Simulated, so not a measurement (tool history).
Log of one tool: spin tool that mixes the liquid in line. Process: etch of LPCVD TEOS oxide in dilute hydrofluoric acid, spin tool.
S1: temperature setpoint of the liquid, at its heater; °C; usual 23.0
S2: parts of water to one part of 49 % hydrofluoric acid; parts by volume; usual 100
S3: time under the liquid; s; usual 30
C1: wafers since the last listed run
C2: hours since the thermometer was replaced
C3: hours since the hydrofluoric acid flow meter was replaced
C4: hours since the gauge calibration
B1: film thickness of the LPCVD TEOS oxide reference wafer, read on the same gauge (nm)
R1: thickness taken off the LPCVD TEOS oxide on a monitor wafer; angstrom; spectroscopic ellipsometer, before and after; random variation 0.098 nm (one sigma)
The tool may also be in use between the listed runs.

run	hour	S1	S2	S3	C1	C2	C3	C4	B1	R1
1	0.0	23.0	100	30	0	334.6	269.2	392.8	49.99	158.4
2	49.5	23.0	100	20	434	384.1	318.7	442.3	49.98	105.6
3	112.1	23.0	100	20	549	446.7	381.3	504.9	50.01	105.6
4	174.1	23.0	100	20	543	508.7	443.3	566.9	49.99	105.5
5	228.4	22.0	100	30	476	563.0	497.6	621.2	50.01	152.3
6	268.9	22.0	100	30	355	603.5	538.1	661.7	49.99	152.3
7	318.5	22.0	100	30	435	653.1	587.7	711.3	50.00	153.6
8	367.0	23.0	100	30	425	701.6	636.2	759.8	50.02	157.9
9	416.7	23.0	100	30	436	751.3	685.9	809.5	50.01	159.2
10	450.5	23.0	100	30	296	785.1	719.7	843.3	49.99	158.8
11	505.8	21.5	100	30	485	840.4	775.0	898.6	49.99	148.1
12	560.4	23.0	60	30	479	895.0	829.6	953.2	50.03	280.1
# hour 584.2: gauge calibrated
13	617.1	23.0	100	45	497	951.7	886.3	32.9	49.98	236.7
14	644.7	23.0	100	30	242	979.3	913.9	60.5	50.00	157.4
15	713.3	23.0	100	30	601	1047.9	982.5	129.1	50.01	159.2
16	916.4	23.0	100	30	1781	1251.0	1185.6	332.2	49.99	159.2
# hour 939.6: hydrofluoric acid flow meter replaced
# hour 1053.4: thermometer replaced
17	1117.5	23.0	65	30	1746	64.1	177.9	533.3	50.00	257.3
18	1162.1	19.0	70	20	391	108.7	222.5	577.9	50.01	134.0
19	1191.6	23.0	100	30	258	138.2	252.0	607.4	49.99	158.2
20	1222.0	23.0	100	30	266	168.6	282.4	637.8	50.01	158.8
21	1267.1	23.0	100	30	395	213.7	327.5	682.9	50.00	158.3
22	1317.7	23.0	100	45	443	264.3	378.1	733.5	50.01	239.1
23	1379.8	23.0	100	15	544	326.4	440.2	795.6	49.99	79.9
24	1449.9	23.0	75	30	614	396.5	510.3	865.7	50.03	219.0
25	1499.4	18.0	100	30	434	446.0	559.8	915.2	49.99	129.7
26	1558.9	24.5	100	30	521	505.5	619.3	974.7	49.99	168.3
27	1602.7	23.0	100	30	384	549.3	663.1	1018.5	49.98	156.9
# hour 1614.8: gauge calibrated
28	1662.9	23.0	145	25	528	609.5	723.3	48.1	49.99	85.5
29	1702.3	24.5	145	15	345	648.9	762.7	87.5	50.02	55.0
30	1730.4	23.0	100	30	246	677.0	790.8	115.6	50.01	158.9
31	1799.2	23.0	100	30	603	745.8	859.6	184.4	49.99	158.0
32	1830.5	20.5	120	45	274	777.1	890.9	215.7	50.00	176.3
33	1889.3	21.5	125	30	515	835.9	949.7	274.5	50.00	115.7

How the hidden state differs across the entries between the runs, from the last listed run before each to the first after it:
Between runs 12 and 13: gauge calibrated (hour 584.2)
  no hidden state differs between the two runs
Between runs 16 and 17: hydrofluoric acid flow meter replaced (hour 939.6); thermometer replaced (hour 1053.4)
  no hidden state differs between the two runs
Between runs 27 and 28: gauge calibrated (hour 1614.8)
  no hidden state differs between the two runs
